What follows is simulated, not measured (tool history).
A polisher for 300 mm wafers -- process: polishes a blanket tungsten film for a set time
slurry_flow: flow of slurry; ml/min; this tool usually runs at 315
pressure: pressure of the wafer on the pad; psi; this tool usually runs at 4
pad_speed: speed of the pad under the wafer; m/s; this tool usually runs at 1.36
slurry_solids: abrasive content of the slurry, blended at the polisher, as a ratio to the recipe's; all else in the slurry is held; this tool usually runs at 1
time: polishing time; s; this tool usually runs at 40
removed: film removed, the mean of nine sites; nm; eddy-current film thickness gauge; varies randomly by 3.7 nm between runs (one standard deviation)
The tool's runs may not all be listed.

run	day	slurry_flow	pressure	pad_speed	slurry_solids	time	incoming thickness of the incoming film, nm	removed
1	0	315	4	1.56	1.2	40	1096.6	369.2
2	2.879	315	4	1.36	1	40	1104.3	314.4
# day 4.508: head pressure recalibrated
3	5.012	315	4	1.36	1.15	40	1097.7	321.2
4	8.471	315	4	1.36	1	40	1087.5	314.7
# day 10.562: worn pad replaced by a new one
5	12.904	315	4	1.36	1.3	40	1096.4	319.6
# day 15.817: slurry tank refilled with fresh slurry and peroxide
6	16.9	315	4	1.36	1.1	40	1096.6	312.9
7	20.396	315	4	1.36	1	40	1099.5	297.9
# day 20.8: slurry blender recalibrated
8	23.354	235	5	0.96	1	40	1099.6	270.3
9	27.138	315	5.1	1.5	1	44	1092.3	486.8
10	28.967	315	4	1.36	1	46	1107.5	361
11	34.05	315	4	1.36	1	40	1086.5	318.1
# day 34.438: slurry nozzle cleaned
# day 35.825: head pressure recalibrated
# day 40.629: worn pad replaced by a new one
12	43.117	225	3.4	1.36	1.15	40	1093.5	263.5
# day 46.658: slurry tank refilled with fresh slurry and peroxide
13	47.046	315	4	1.36	1	40	1101.8	303.8
# day 51.083: slurry blender recalibrated
14	51.154	230	4	1.72	1	53	1097	519.1
15	55.35	315	4.5	1.36	1.15	40	1111.3	370.3
16	58.662	315	4	1.36	1	40	1089.1	313.6
17	62.433	315	3	1.36	1	40	1116.6	234
# day 65.2: head pressure recalibrated
18	66.079	360	4	1.36	1	40	1110.9	316.3
# day 68.533: worn pad replaced by a new one
# day 68.733: slurry nozzle cleaned
19	69.058	315	4	1.36	1	40	1092.8	309.9
20	70.954	205	2.9	1.54	1	40	1106.4	252.1
21	74.75	315	4	1.24	1	40	1077.6	278.3
# day 74.85: slurry tank refilled with fresh slurry and peroxide
22	78.158	315	4	1.36	1	40	1102.6	305.3
23	81.812	315	4	1.36	1	40	1100.5	299.8
# day 82.75: slurry blender recalibrated
24	83.658	245	3.3	1.66	1	52	1092.1	400.9
25	87.421	360	3.6	1.54	1	50	1100.4	409
# day 94.975: head pressure recalibrated
26	99.862	385	4	1.36	1	40	1092.6	316.7
# day 101.704: worn pad replaced by a new one
27	103.212	315	4	1.36	1	40	1088.5	309.9

Same runs, no hidden state in the tool, same run-to-run variation:
The hidden state here: removal rate lost through wear of the pad, %; slurry flow missing at the pad, %; deviation of the head's pressure from its setpoint, %; abrasive missing from the slurry, %; peroxide lost from the slurry, %.
run	removed
1	374.1
2	320
3	328.5
4	324.5
5	334.4
6	332.4
7	321.5
8	271.1
9	489.2
10	363.4
11	322.3
12	272.6
13	318.2
14	523.2
15	373.7
16	317.2
17	237.7
18	323.2
19	318.7
20	260.4
21	290.8
22	322.8
23	322
24	401
25	409.5
26	322.4
27	318

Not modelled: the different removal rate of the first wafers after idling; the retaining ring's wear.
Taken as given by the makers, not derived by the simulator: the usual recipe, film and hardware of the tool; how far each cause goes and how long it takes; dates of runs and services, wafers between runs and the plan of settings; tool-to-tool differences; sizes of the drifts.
